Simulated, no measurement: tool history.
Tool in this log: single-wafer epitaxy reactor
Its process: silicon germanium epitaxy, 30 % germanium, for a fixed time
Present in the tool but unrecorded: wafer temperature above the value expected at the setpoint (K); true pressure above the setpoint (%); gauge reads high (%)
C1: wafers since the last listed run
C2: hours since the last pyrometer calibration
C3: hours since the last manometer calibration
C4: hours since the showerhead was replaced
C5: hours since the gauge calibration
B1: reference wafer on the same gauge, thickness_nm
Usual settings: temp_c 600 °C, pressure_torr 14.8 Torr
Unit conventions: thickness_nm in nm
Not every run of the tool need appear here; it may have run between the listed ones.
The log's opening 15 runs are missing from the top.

{"hour": 1125.0, "done": "gauge calibrated"}
{"run": 16, "hour": 1137.3, "temp_c": 600, "pressure_torr": 14.8, "C1": 1106, "C2": 1918.2, "C3": 2077.8, "C4": 390.3, "C5": 12.3, "B1": 62.629, "thickness_nm": 52.797}
{"hour": 1209.6, "done": "pyrometer calibrated"}
{"run": 17, "hour": 1210.1, "temp_c": 600, "pressure_torr": 14.8, "C1": 830, "C2": 0.5, "C3": 2150.6, "C4": 463.1, "C5": 85.1, "B1": 62.626, "thickness_nm": 53.494}
{"run": 18, "hour": 1290.6, "temp_c": 612, "pressure_torr": 17.2, "C1": 1031, "C2": 81, "C3": 2231.1, "C4": 543.6, "C5": 165.6, "B1": 62.589, "thickness_nm": 69.91}
{"run": 19, "hour": 1363.7, "temp_c": 592, "pressure_torr": 13.7, "C1": 937, "C2": 154.1, "C3": 2304.2, "C4": 616.7, "C5": 238.7, "B1": 62.583, "thickness_nm": 45.301}
{"run": 20, "hour": 1401.5, "temp_c": 600, "pressure_torr": 14.8, "C1": 484, "C2": 191.9, "C3": 2342, "C4": 654.5, "C5": 276.5, "B1": 62.6, "thickness_nm": 53.612}
{"run": 21, "hour": 1492.2, "temp_c": 600, "pressure_torr": 14.8, "C1": 1162, "C2": 282.6, "C3": 2432.7, "C4": 745.2, "C5": 367.2, "B1": 62.593, "thickness_nm": 53.641}
{"run": 22, "hour": 1597.0, "temp_c": 592, "pressure_torr": 16.6, "C1": 1343, "C2": 387.4, "C3": 2537.5, "C4": 850, "C5": 472, "B1": 62.604, "thickness_nm": 49.056}
{"run": 23, "hour": 1637.6, "temp_c": 587, "pressure_torr": 14.8, "C1": 520, "C2": 428, "C3": 2578.1, "C4": 890.6, "C5": 512.6, "B1": 62.582, "thickness_nm": 42.834}
{"run": 24, "hour": 1674.8, "temp_c": 600, "pressure_torr": 14.8, "C1": 476, "C2": 465.2, "C3": 2615.3, "C4": 927.8, "C5": 549.8, "B1": 62.583, "thickness_nm": 53.732}
{"run": 25, "hour": 1736.4, "temp_c": 590, "pressure_torr": 16.5, "C1": 789, "C2": 526.8, "C3": 2676.9, "C4": 989.4, "C5": 611.4, "B1": 62.628, "thickness_nm": 47.16}
{"hour": 1796.9, "done": "capacitance manometer re-zeroed and calibrated"}
{"run": 26, "hour": 1818.3, "temp_c": 587, "pressure_torr": 12.1, "C1": 947, "C2": 608.7, "C3": 21.4, "C4": 1071.3, "C5": 693.3, "B1": 62.566, "thickness_nm": 39.428}
{"run": 27, "hour": 1866.1, "temp_c": 600, "pressure_torr": 12.9, "C1": 612, "C2": 656.5, "C3": 69.2, "C4": 1119.1, "C5": 741.1, "B1": 62.623, "thickness_nm": 50.309}
{"run": 28, "hour": 1935.7, "temp_c": 613, "pressure_torr": 17.2, "C1": 892, "C2": 726.1, "C3": 138.8, "C4": 1188.7, "C5": 810.7, "B1": 62.628, "thickness_nm": 70.478}
{"run": 29, "hour": 2010.8, "temp_c": 600, "pressure_torr": 17.2, "C1": 962, "C2": 801.2, "C3": 213.9, "C4": 1263.8, "C5": 885.8, "B1": 62.624, "thickness_nm": 56.989}
{"run": 30, "hour": 2075.4, "temp_c": 593, "pressure_torr": 18.5, "C1": 828, "C2": 865.8, "C3": 278.5, "C4": 1328.4, "C5": 950.4, "B1": 62.578, "thickness_nm": 52.052}
{"run": 31, "hour": 2140.6, "temp_c": 600, "pressure_torr": 14.8, "C1": 835, "C2": 931, "C3": 343.7, "C4": 1393.6, "C5": 1015.6, "B1": 62.594, "thickness_nm": 53.287}
{"run": 32, "hour": 2192.3, "temp_c": 593, "pressure_torr": 14.8, "C1": 662, "C2": 982.7, "C3": 395.4, "C4": 1445.3, "C5": 1067.3, "B1": 62.591, "thickness_nm": 47.3}
{"run": 33, "hour": 2287.1, "temp_c": 611, "pressure_torr": 14.8, "C1": 1215, "C2": 1077.5, "C3": 490.2, "C4": 1540.1, "C5": 1162.1, "B1": 62.578, "thickness_nm": 64.105}
{"run": 34, "hour": 2365.3, "temp_c": 600, "pressure_torr": 14.8, "C1": 1002, "C2": 1155.7, "C3": 568.4, "C4": 1618.3, "C5": 1240.3, "B1": 62.579, "thickness_nm": 53.354}

Each row is a separate what-if for the run after 34, all from the same tool condition, not one after another. Results?
{"run": "A", "hour": 2365.7, "temp_c": 600, "pressure_torr": 14.8, "C1": 5, "C2": 1156.1, "C3": 568.8, "C4": 1618.7, "C5": 1240.7, "B1": "?", "thickness_nm": "?"}
{"run": "B", "hour": 2365.7, "temp_c": 591, "pressure_torr": 11.2, "C1": 5, "C2": 1156.1, "C3": 568.8, "C4": 1618.7, "C5": 1240.7, "B1": "?", "thickness_nm": "?"}
{"run": "C", "hour": 2365.7, "temp_c": 605, "pressure_torr": 11.3, "C1": 5, "C2": 1156.1, "C3": 568.8, "C4": 1618.7, "C5": 1240.7, "B1": "?", "thickness_nm": "?"}

run=A B1=62.637 thickness_nm=53.255
run=B B1=62.637 thickness_nm=40.673
run=C B1=62.637 thickness_nm=51.844
With no hidden state in the tool, these same runs would have given:
run=A thickness_nm=53.61
run=B thickness_nm=40.949
run=C thickness_nm=52.185
